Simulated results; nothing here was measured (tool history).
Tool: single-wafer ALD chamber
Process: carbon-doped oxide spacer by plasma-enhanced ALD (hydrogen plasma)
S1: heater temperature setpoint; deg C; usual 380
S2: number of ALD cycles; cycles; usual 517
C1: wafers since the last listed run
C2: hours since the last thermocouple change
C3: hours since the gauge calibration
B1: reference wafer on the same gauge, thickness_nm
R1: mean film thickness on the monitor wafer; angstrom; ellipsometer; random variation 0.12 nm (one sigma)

run 1 hour=0 | S1=369 S2=517 | C1=0 C2=1123.7 C3=26.1 | B1=20.594 | R1=255.39
run 2 hour=29.9 | S1=369 S2=517 | C1=23 C2=1153.6 C3=56 | B1=20.626 | R1=256.48
run 3 hour=62.4 | S1=369 S2=517 | C1=25 C2=1186.1 C3=88.5 | B1=20.584 | R1=256.94
run 4 hour=78.6 | S1=380 S2=517 | C1=12 C2=1202.3 C3=104.7 | B1=20.641 | R1=254.33
run 5 hour=93.3 | S1=380 S2=517 | C1=11 C2=1217 C3=119.4 | B1=20.628 | R1=256.7
-- hour=116.8 thermocouple changed; heater temperature recalibrated
run 6 hour=127.5 | S1=380 S2=517 | C1=20 C2=10.7 C3=153.6 | B1=20.617 | R1=256.9
run 7 hour=149.1 | S1=380 S2=517 | C1=17 C2=32.3 C3=175.2 | B1=20.629 | R1=258.72
run 8 hour=174.2 | S1=390 S2=570 | C1=20 C2=57.4 C3=200.3 | B1=20.576 | R1=284.55
run 9 hour=202 | S1=380 S2=430 | C1=22 C2=85.2 C3=228.1 | B1=20.621 | R1=211.55
run 10 hour=236 | S1=386 S2=586 | C1=27 C2=119.2 C3=262.1 | B1=20.591 | R1=291.63
run 11 hour=257.7 | S1=366 S2=600 | C1=17 C2=140.9 C3=283.8 | B1=20.609 | R1=296.5
-- hour=267.5 gauge calibrated
run 12 hour=283 | S1=389 S2=571 | C1=20 C2=166.2 C3=15.5 | B1=20.645 | R1=283.96
run 13 hour=303.4 | S1=389 S2=613 | C1=16 C2=186.6 C3=35.9 | B1=20.583 | R1=305.78
run 14 hour=319.9 | S1=380 S2=517 | C1=13 C2=203.1 C3=52.4 | B1=20.586 | R1=254.23
run 15 hour=345.2 | S1=389 S2=517 | C1=20 C2=228.4 C3=77.7 | B1=20.585 | R1=257.47

How the hidden state differs across the entries between the runs, from the last listed run before each to the first after it:
Between runs 5 and 6: thermocouple changed; heater temperature recalibrated (hour 116.8)
  no hidden state differs between the two runs
Between runs 11 and 12: gauge calibrated (hour 267.5)
  no hidden state differs between the two runs

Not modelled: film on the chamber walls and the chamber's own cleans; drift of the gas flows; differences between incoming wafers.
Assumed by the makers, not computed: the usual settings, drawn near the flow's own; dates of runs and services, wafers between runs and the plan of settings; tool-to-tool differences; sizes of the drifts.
